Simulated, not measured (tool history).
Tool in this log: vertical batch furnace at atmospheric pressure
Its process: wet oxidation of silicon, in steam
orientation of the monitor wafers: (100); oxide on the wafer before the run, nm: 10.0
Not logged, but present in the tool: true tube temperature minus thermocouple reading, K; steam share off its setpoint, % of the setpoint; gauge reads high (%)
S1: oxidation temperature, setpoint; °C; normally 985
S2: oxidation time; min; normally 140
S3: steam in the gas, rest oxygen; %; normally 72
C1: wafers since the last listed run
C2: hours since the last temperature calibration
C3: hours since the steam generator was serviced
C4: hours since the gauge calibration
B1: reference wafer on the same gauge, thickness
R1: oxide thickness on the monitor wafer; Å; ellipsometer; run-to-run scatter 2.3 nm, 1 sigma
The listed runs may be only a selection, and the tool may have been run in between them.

Run 1, hour 0: usual settings but S3 69 %; C1 0; C2 2273.6; C3 3270; C4 374.9; B1 549.15. Result: R1 4840.3 Å.
Run 2, hour 169.6: usual settings but S3 69 %; C1 1287; C2 2443.2; C3 3439.6; C4 544.5; B1 549. Result: R1 4795.2 Å.
Run 3, hour 193.7: usual settings but S3 69 %; C1 182; C2 2467.3; C3 3463.7; C4 568.6; B1 549.3. Result: R1 4797.7 Å.
Run 4, hour 227.4: usual settings but S1 974 °C, S2 113.5 min; C1 255; C2 2501; C3 3497.4; C4 602.3; B1 548.8. Result: R1 3958.5 Å.
Run 5, hour 259.3: usual settings; C1 242; C2 2532.9; C3 3529.3; C4 634.2; B1 549.34. Result: R1 4938.9 Å.
Run 6, hour 311.7: usual settings; C1 397; C2 2585.3; C3 3581.7; C4 686.6; B1 548.89. Result: R1 4945 Å.
Run 7, hour 367.6: usual settings; C1 424; C2 2641.2; C3 3637.6; C4 742.5; B1 548.82. Result: R1 4951.5 Å.
Run 8, hour 411.6: usual settings but S2 112.5 min; C1 333; C2 2685.2; C3 3681.6; C4 786.5; B1 549.28. Result: R1 4246.4 Å.
Run 9, hour 447.2: usual settings but S2 112.5 min; C1 270; C2 2720.8; C3 3717.2; C4 822.1; B1 548.85. Result: R1 4251.3 Å.
Run 10, hour 506.4: usual settings; C1 449; C2 2780; C3 3776.4; C4 881.3; B1 548.92. Result: R1 4900.6 Å.
Run 11, hour 561.3: usual settings; C1 416; C2 2834.9; C3 3831.3; C4 936.2; B1 549.09. Result: R1 4879.9 Å.
Run 12, hour 614: usual settings but S3 68 %; C1 399; C2 2887.6; C3 3884; C4 988.9; B1 549.28. Result: R1 4693.8 Å.
Run 13, hour 680: usual settings but S3 68 %; C1 500; C2 2953.6; C3 3950; C4 1054.9; B1 549.19. Result: R1 4699.5 Å.
Run 14, hour 733.3: usual settings; C1 404; C2 3006.9; C3 4003.3; C4 1108.2; B1 549.17. Result: R1 4824.9 Å.
Run 15, hour 769.4: usual settings but S1 963 °C, S3 63 %; C1 273; C2 3043; C3 4039.4; C4 1144.3; B1 549.07. Result: R1 3767 Å.
Run 16, hour 817: usual settings but S1 963 °C; C1 361; C2 3090.6; C3 4087; C4 1191.9; B1 548.71. Result: R1 4132.4 Å.
At hour 882.5: steam generator serviced.
Run 17, hour 883: usual settings; C1 318; C2 3156.6; C3 0.5; C4 1257.9; B1 549.03. Result: R1 5224.8 Å.
Run 18, hour 909: usual settings but S1 970 °C, S2 86 min, S3 63 %; C1 197; C2 3182.6; C3 26.5; C4 1283.9; B1 549.15. Result: R1 3022.3 Å.
At hour 931.4: gauge calibrated.
Run 19, hour 954.5: usual settings but S3 80 %; C1 345; C2 3228.1; C3 72; C4 23.1; B1 548.85. Result: R1 5573.7 Å.
Run 20, hour 997: usual settings but S1 1009 °C, S3 69 %; C1 322; C2 3270.6; C3 114.5; C4 65.6; B1 549.27. Result: R1 5939.5 Å.
Run 21, hour 1028.1: usual settings but S2 99 min, S3 64 %; C1 236; C2 3301.7; C3 145.6; C4 96.7; B1 548.94. Result: R1 3796.4 Å.
At hour 1108.4: thermocouples replaced and temperature profile calibrated.
Run 22, hour 1108.9: usual settings but S2 91 min, S3 66 %; C1 431; C2 0.5; C3 226.4; C4 177.5; B1 548.98. Result: R1 3686.1 Å.
Run 23, hour 1162.6: usual settings; C1 407; C2 54.2; C3 280.1; C4 231.2; B1 549.3. Result: R1 5183.8 Å.
Run 24, hour 1216.6: usual settings but S3 78 %; C1 409; C2 108.2; C3 334.1; C4 285.2; B1 549.05. Result: R1 5473.2 Å.
Run 25, hour 1253.5: usual settings but S2 187 min, S3 67 %; C1 280; C2 145.1; C3 371; C4 322.1; B1 548.99. Result: R1 6008.9 Å.
Run 26, hour 1302.1: usual settings; C1 368; C2 193.7; C3 419.6; C4 370.7; B1 548.86. Result: R1 5214.5 Å.
Run 27, hour 1361.7: usual settings but S2 195.5 min, S3 79 %; C1 452; C2 253.3; C3 479.2; C4 430.3; B1 549.11. Result: R1 6853.2 Å.
Run 28, hour 1391.3: usual settings but S1 967 °C, S2 181 min, S3 80 %; C1 224; C2 282.9; C3 508.8; C4 459.9; B1 549.15. Result: R1 5867.6 Å.
Run 29, hour 1458.5: usual settings but S1 1009 °C, S2 118.5 min, S3 60 %; C1 510; C2 350.1; C3 576; C4 527.1; B1 548.87. Result: R1 4848.6 Å.

Forecast each of these 5 alternatives for the next run:
Run A, hour 1464.9: usual settings; C1 48; C2 356.5; C3 582.4; C4 533.5; B1 ?. Result: R1 ?.
Run B, hour 1464.9: usual settings but S1 994 °C, S2 168.5 min; C1 48; C2 356.5; C3 582.4; C4 533.5; B1 ?. Result: R1 ?.
Run C, hour 1464.9: usual settings but S1 973 °C, S2 190 min, S3 83 %; C1 48; C2 356.5; C3 582.4; C4 533.5; B1 ?. Result: R1 ?.
Run D, hour 1464.9: usual settings but S1 1003 °C, S2 169.5 min, S3 82 %; C1 48; C2 356.5; C3 582.4; C4 533.5; B1 ?. Result: R1 ?.
Run E, hour 1464.9: usual settings but S1 962 °C, S3 84 %; C1 48; C2 356.5; C3 582.4; C4 533.5; B1 ?. Result: R1 ?.

run   B1      R1
  A  549  5191.3
  B  549  6204.3
  C  549  6427.5
  D  549    7121
  E  549  4883.7
Stripped of hidden state, with their random variation kept, the same runs would have yielded:
run      R1
  A  5203.6
  B  6218.4
  C  6442.5
  D  7136.7
  E  4895.8

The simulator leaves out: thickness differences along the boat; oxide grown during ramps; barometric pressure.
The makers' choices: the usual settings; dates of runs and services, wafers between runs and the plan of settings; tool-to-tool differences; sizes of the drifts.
